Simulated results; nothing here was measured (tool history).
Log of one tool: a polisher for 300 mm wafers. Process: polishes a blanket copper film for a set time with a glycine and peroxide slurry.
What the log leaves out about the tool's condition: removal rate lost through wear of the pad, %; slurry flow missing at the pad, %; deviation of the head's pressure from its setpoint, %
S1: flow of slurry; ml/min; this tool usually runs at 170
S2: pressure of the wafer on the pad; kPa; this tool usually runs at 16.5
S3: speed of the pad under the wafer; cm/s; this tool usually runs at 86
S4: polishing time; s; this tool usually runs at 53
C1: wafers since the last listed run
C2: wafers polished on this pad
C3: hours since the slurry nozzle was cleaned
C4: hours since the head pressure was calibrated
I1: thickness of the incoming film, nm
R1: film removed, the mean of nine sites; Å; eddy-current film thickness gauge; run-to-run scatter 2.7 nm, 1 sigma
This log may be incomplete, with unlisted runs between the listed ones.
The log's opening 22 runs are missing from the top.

run   hour   S1    S2   S3  S4    C1    C2     C3     C4      I1    R1
 23  566.8  170  16.5   86  53   470   872  635.7  105.1  1906.9  2470
 24  580.3  170  16.5   64  46   178  1050  649.2  118.6  1899.4  1937
 25  597.2  150  14.5   86  53   223  1273  666.1  135.5  1913.7  2173
 26  625.1  140  11.7   74  64   368  1642    694  163.4  1917.2  2075
 27    646  170  16.5   86  53   275  1918  714.9  184.3  1926.4  2513
 28  658.1  200    11  110  53   159  2078    727  196.4  1898.7  2117
       674  -- worn pad replaced by a new one
 29  689.7  215  16.5   86  35   364   207  758.6    228  1864.7  1758
 30  723.7  195  16.5   86  53   448   656  792.6    262  1903.4  2590
       732  -- slurry nozzle cleaned
 31  757.3  150  16.5   86  53   430  1086   25.3  295.6  1926.4  2428
 32  775.9  170  13.1  112  61   245  1332   43.9  314.2  1934.5  2759
 33    793  145  16.5   86  66   225  1558     61  331.3  1870.2  3045
 34    811  170  16.5   86  53   237  1795     79  349.3  1937.1  2461
     889.4  -- worn pad replaced by a new one
 35  903.2  170  11.7   86  53  1164   182  171.2  441.5  1860.2  1938
 36  927.9  130  17.9   78  53   326   508  195.9  466.2  1892.9  2390
 37  957.2  170  16.5   86  45   386   895  225.2  495.5  1910.9  2095

Below are 4 alternative next runs, each starting from the tool's condition after run 37. Predict each:
  A  957.6  170  16.5   72  53   5  901  225.6  495.9  1907.4   ?
  B  957.6  190    11   86  69   5  901  225.6  495.9  1907.4   ?
  C  957.6  170  13.8  112  46   5  901  225.6  495.9  1907.4   ?
  D  957.6  170  16.5   86  60   5  901  225.6  495.9  1907.4   ?

run    R1
  A  2323
  B  2469
  C  2155
  D  2845
Take away the tool's hidden state, keep each run's random variation, and the runs would have read:
run    R1
  A  2364
  B  2513
  C  2194
  D  2896
